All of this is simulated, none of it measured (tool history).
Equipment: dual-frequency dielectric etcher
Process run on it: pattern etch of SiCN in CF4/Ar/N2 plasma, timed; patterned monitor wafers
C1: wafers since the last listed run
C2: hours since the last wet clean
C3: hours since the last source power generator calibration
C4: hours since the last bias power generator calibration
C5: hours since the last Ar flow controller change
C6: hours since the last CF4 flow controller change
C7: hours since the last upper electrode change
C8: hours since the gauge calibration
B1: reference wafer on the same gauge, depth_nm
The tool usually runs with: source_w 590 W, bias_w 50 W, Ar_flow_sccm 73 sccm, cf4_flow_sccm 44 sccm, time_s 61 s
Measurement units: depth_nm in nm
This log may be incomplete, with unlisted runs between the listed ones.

run 1 hour=0 | source_w=590 bias_w=50 Ar_flow_sccm=73 cf4_flow_sccm=44 time_s=61 | C1=0 C2=237.3 C3=1939.2 C4=2477.6 C5=4681 C6=1874.2 C7=4284.9 C8=720 | B1=58.1 | depth_nm=57.2
run 2 hour=55.6 | source_w=590 bias_w=50 Ar_flow_sccm=73 cf4_flow_sccm=44 time_s=61 | C1=726 C2=292.9 C3=1994.8 C4=2533.2 C5=4736.6 C6=1929.8 C7=4340.5 C8=775.6 | B1=58 | depth_nm=56.3
run 3 hour=156 | source_w=590 bias_w=50 Ar_flow_sccm=73 cf4_flow_sccm=52 time_s=61 | C1=1312 C2=393.3 C3=2095.2 C4=2633.6 C5=4837 C6=2030.2 C7=4440.9 C8=876 | B1=58 | depth_nm=58.9
run 4 hour=236 | source_w=590 bias_w=50 Ar_flow_sccm=73 cf4_flow_sccm=52 time_s=61 | C1=1045 C2=473.3 C3=2175.2 C4=2713.6 C5=4917 C6=2110.2 C7=4520.9 C8=956 | B1=58.1 | depth_nm=59
-- hour=239.9 gauge calibrated
run 5 hour=272.4 | source_w=590 bias_w=50 Ar_flow_sccm=73 cf4_flow_sccm=44 time_s=61 | C1=475 C2=509.7 C3=2211.6 C4=2750 C5=4953.4 C6=2146.6 C7=4557.3 C8=32.5 | B1=58 | depth_nm=56.9
run 6 hour=317.9 | source_w=590 bias_w=50 Ar_flow_sccm=73 cf4_flow_sccm=44 time_s=61 | C1=594 C2=555.2 C3=2257.1 C4=2795.5 C5=4998.9 C6=2192.1 C7=4602.8 C8=78 | B1=57.9 | depth_nm=57.1
run 7 hour=382.8 | source_w=590 bias_w=50 Ar_flow_sccm=73 cf4_flow_sccm=44 time_s=61 | C1=848 C2=620.1 C3=2322 C4=2860.4 C5=5063.8 C6=2257 C7=4667.7 C8=142.9 | B1=58.1 | depth_nm=57.3
-- hour=447.4 wet clean of the chamber
run 8 hour=447.9 | source_w=590 bias_w=50 Ar_flow_sccm=73 cf4_flow_sccm=44 time_s=61 | C1=537 C2=0.5 C3=2387.1 C4=2925.5 C5=5128.9 C6=2322.1 C7=4732.8 C8=208 | B1=58.1 | depth_nm=57
-- hour=466.5 CF4 flow controller replaced
run 9 hour=496.6 | source_w=590 bias_w=50 Ar_flow_sccm=73 cf4_flow_sccm=44 time_s=61 | C1=558 C2=49.2 C3=2435.8 C4=2974.2 C5=5177.6 C6=30.1 C7=4781.5 C8=256.7 | B1=57.8 | depth_nm=57
-- hour=567.4 upper electrode replaced
run 10 hour=567.9 | source_w=590 bias_w=50 Ar_flow_sccm=73 cf4_flow_sccm=44 time_s=61 | C1=618 C2=120.5 C3=2507.1 C4=3045.5 C5=5248.9 C6=101.4 C7=0.5 C8=328 | B1=57.9 | depth_nm=57.2
run 11 hour=655.4 | source_w=470 bias_w=50 Ar_flow_sccm=73 cf4_flow_sccm=44 time_s=72 | C1=1143 C2=208 C3=2594.6 C4=3133 C5=5336.4 C6=188.9 C7=88 C8=415.5 | B1=57.8 | depth_nm=52.6
run 12 hour=730 | source_w=590 bias_w=50 Ar_flow_sccm=73 cf4_flow_sccm=44 time_s=61 | C1=975 C2=282.6 C3=2669.2 C4=3207.6 C5=5411 C6=263.5 C7=162.6 C8=490.1 | B1=58 | depth_nm=56.8
-- hour=782.4 bias power generator calibrated
-- hour=811.9 source power generator calibrated
run 13 hour=829.3 | source_w=590 bias_w=62 Ar_flow_sccm=84 cf4_flow_sccm=40 time_s=76 | C1=1193 C2=381.9 C3=17.4 C4=46.9 C5=5510.3 C6=362.8 C7=261.9 C8=589.4 | B1=58 | depth_nm=74.2
run 14 hour=892 | source_w=590 bias_w=50 Ar_flow_sccm=62 cf4_flow_sccm=44 time_s=61 | C1=819 C2=444.6 C3=80.1 C4=109.6 C5=5573 C6=425.5 C7=324.6 C8=652.1 | B1=57.9 | depth_nm=58.2
-- hour=908.1 Ar flow controller replaced
run 15 hour=979.6 | source_w=590 bias_w=46 Ar_flow_sccm=73 cf4_flow_sccm=51 time_s=61 | C1=1066 C2=532.2 C3=167.7 C4=197.2 C5=71.5 C6=513.1 C7=412.2 C8=739.7 | B1=58.1 | depth_nm=56.1
-- hour=1065.8 gauge calibrated
run 16 hour=1082.7 | source_w=700 bias_w=46 Ar_flow_sccm=56 cf4_flow_sccm=34 time_s=61 | C1=1347 C2=635.3 C3=270.8 C4=300.3 C5=174.6 C6=616.2 C7=515.3 C8=16.9 | B1=57.9 | depth_nm=65
-- hour=1107.1 wet clean of the chamber
run 17 hour=1185.9 | source_w=590 bias_w=39 Ar_flow_sccm=73 cf4_flow_sccm=53 time_s=61 | C1=1035 C2=78.8 C3=374 C4=403.5 C5=277.8 C6=719.4 C7=618.5 C8=120.1 | B1=57.9 | depth_nm=54.6
run 18 hour=1265.3 | source_w=590 bias_w=50 Ar_flow_sccm=73 cf4_flow_sccm=44 time_s=61 | C1=1037 C2=158.2 C3=453.4 C4=482.9 C5=357.2 C6=798.8 C7=697.9 C8=199.5 | B1=58.2 | depth_nm=56.9
run 19 hour=1361.7 | source_w=590 bias_w=58 Ar_flow_sccm=73 cf4_flow_sccm=52 time_s=66 | C1=1260 C2=254.6 C3=549.8 C4=579.3 C5=453.6 C6=895.2 C7=794.3 C8=295.9 | B1=57.9 | depth_nm=67.4

Alternative continuations, all from the tool just after run 19; predict every row:
run A hour=1362.1 | source_w=590 bias_w=50 Ar_flow_sccm=87 cf4_flow_sccm=44 time_s=61 | C1=5 C2=255 C3=550.2 C4=579.7 C5=454 C6=895.6 C7=794.7 C8=296.3 | B1=? | depth_nm=?
run B hour=1362.1 | source_w=590 bias_w=43 Ar_flow_sccm=73 cf4_flow_sccm=44 time_s=75 | C1=5 C2=255 C3=550.2 C4=579.7 C5=454 C6=895.6 C7=794.7 C8=296.3 | B1=? | depth_nm=?
run C hour=1362.1 | source_w=590 bias_w=50 Ar_flow_sccm=55 cf4_flow_sccm=44 time_s=61 | C1=5 C2=255 C3=550.2 C4=579.7 C5=454 C6=895.6 C7=794.7 C8=296.3 | B1=? | depth_nm=?
run D hour=1362.1 | source_w=720 bias_w=56 Ar_flow_sccm=82 cf4_flow_sccm=35 time_s=61 | C1=5 C2=255 C3=550.2 C4=579.7 C5=454 C6=895.6 C7=794.7 C8=296.3 | B1=? | depth_nm=?
run E hour=1362.1 | source_w=530 bias_w=50 Ar_flow_sccm=73 cf4_flow_sccm=44 time_s=61 | C1=5 C2=255 C3=550.2 C4=579.7 C5=454 C6=895.6 C7=794.7 C8=296.3 | B1=? | depth_nm=?

run=A B1=58 depth_nm=55.9
run=B B1=58 depth_nm=66.5
run=C B1=58 depth_nm=58.7
run=D B1=58 depth_nm=69.2
run=E B1=58 depth_nm=50.8
With no hidden state in the tool, these same runs would have given:
run=A depth_nm=55.9
run=B depth_nm=66.5
run=C depth_nm=58.7
run=D depth_nm=69.2
run=E depth_nm=50.8
